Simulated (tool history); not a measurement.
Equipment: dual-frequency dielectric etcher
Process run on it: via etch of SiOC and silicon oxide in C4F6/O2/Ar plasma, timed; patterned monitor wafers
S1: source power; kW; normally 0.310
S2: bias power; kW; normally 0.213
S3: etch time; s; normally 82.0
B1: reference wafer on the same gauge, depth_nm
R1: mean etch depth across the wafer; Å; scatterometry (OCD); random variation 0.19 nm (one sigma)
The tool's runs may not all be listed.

run 1 hour=0.0 | S1=0.260 S2=0.213 S3=82.0 | B1=95.4 | R1=816
run 2 hour=15.2 | S1=0.260 S2=0.213 S3=82.0 | B1=95.4 | R1=814
run 3 hour=21.5 | S1=0.310 S2=0.194 S3=95.5 | B1=95.4 | R1=948
run 4 hour=32.8 | S1=0.310 S2=0.194 S3=95.5 | B1=95.4 | R1=951
run 5 hour=45.4 | S1=0.370 S2=0.213 S3=67.5 | B1=95.4 | R1=740
run 6 hour=52.6 | S1=0.310 S2=0.213 S3=82.0 | B1=95.4 | R1=848
-- hour=63.1 gauge calibrated
run 7 hour=66.0 | S1=0.310 S2=0.213 S3=82.0 | B1=95.4 | R1=850
run 8 hour=83.4 | S1=0.270 S2=0.213 S3=82.0 | B1=95.4 | R1=816
run 9 hour=95.5 | S1=0.310 S2=0.213 S3=82.0 | B1=95.4 | R1=847
run 10 hour=102.9 | S1=0.360 S2=0.242 S3=75.5 | B1=95.4 | R1=871
run 11 hour=109.5 | S1=0.310 S2=0.213 S3=82.0 | B1=95.4 | R1=852
-- hour=115.0 source power generator calibrated
run 12 hour=121.9 | S1=0.310 S2=0.244 S3=82.0 | B1=95.4 | R1=903
run 13 hour=132.2 | S1=0.310 S2=0.213 S3=82.0 | B1=95.4 | R1=850
run 14 hour=141.0 | S1=0.310 S2=0.213 S3=82.0 | B1=95.4 | R1=850
run 15 hour=152.2 | S1=0.290 S2=0.195 S3=82.0 | B1=95.4 | R1=797
run 16 hour=166.5 | S1=0.310 S2=0.213 S3=82.0 | B1=95.4 | R1=850
run 17 hour=174.6 | S1=0.310 S2=0.213 S3=93.5 | B1=95.4 | R1=964
-- hour=200.7 upper electrode replaced
run 18 hour=201.2 | S1=0.260 S2=0.213 S3=82.0 | B1=95.4 | R1=805
run 19 hour=201.6 | S1=0.270 S2=0.213 S3=82.0 | B1=95.4 | R1=816
run 20 hour=231.4 | S1=0.310 S2=0.255 S3=82.0 | B1=95.4 | R1=924
-- hour=256.9 bias power generator calibrated
-- hour=263.0 wet clean of the chamber
run 21 hour=263.5 | S1=0.270 S2=0.185 S3=93.0 | B1=95.4 | R1=875
run 22 hour=263.9 | S1=0.310 S2=0.213 S3=82.0 | B1=95.4 | R1=862
run 23 hour=291.6 | S1=0.310 S2=0.194 S3=95.5 | B1=95.4 | R1=957
run 24 hour=308.6 | S1=0.370 S2=0.172 S3=90.0 | B1=95.4 | R1=892
run 25 hour=323.3 | S1=0.370 S2=0.190 S3=82.0 | B1=95.4 | R1=852
run 26 hour=335.0 | S1=0.310 S2=0.213 S3=82.0 | B1=95.4 | R1=856
run 27 hour=349.4 | S1=0.270 S2=0.255 S3=105.5 | B1=95.4 | R1=1152
run 28 hour=364.8 | S1=0.380 S2=0.255 S3=89.0 | B1=95.4 | R1=1073
run 29 hour=372.0 | S1=0.390 S2=0.199 S3=82.0 | B1=95.4 | R1=886
run 30 hour=380.8 | S1=0.310 S2=0.213 S3=93.0 | B1=95.4 | R1=971

Hidden state or all else? Some run-to-run changes of R1, split into what the settings, what came in and random variation would give without the hidden state, and what is left for the hidden state (with any gauge scatter that isn't in both results):
Unlogged tool condition in this case: etch rate over this chamber's usual, %; source power that arrives over what is set, %; bias power that arrives over what is set, %; gauge reads high (%).
Run 4 -> 5: S1 0.310 -> 0.370, S2 0.194 -> 0.213, S3 95.5 -> 67.5. R1 -211 Å: hidden state +3, all else -214.
Run 19 -> 20: S1 0.270 -> 0.310, S2 0.213 -> 0.255. R1 +108 Å: hidden state -4, all else +112.
Run 20 -> 21: S1 0.310 -> 0.270, S2 0.255 -> 0.185, S3 82.0 -> 93.0, bias power generator calibrated, wet clean of the chamber. R1 -49 Å: hidden state +17, all else -66.
Run 26 -> 27: S1 0.310 -> 0.270, S2 0.213 -> 0.255, S3 82.0 -> 105.5. R1 +296 Å: hidden state -2, all else +298.
Run 28 -> 29: S1 0.380 -> 0.390, S2 0.255 -> 0.199, S3 89.0 -> 82.0. R1 -187 Å: hidden state +1, all else -188.
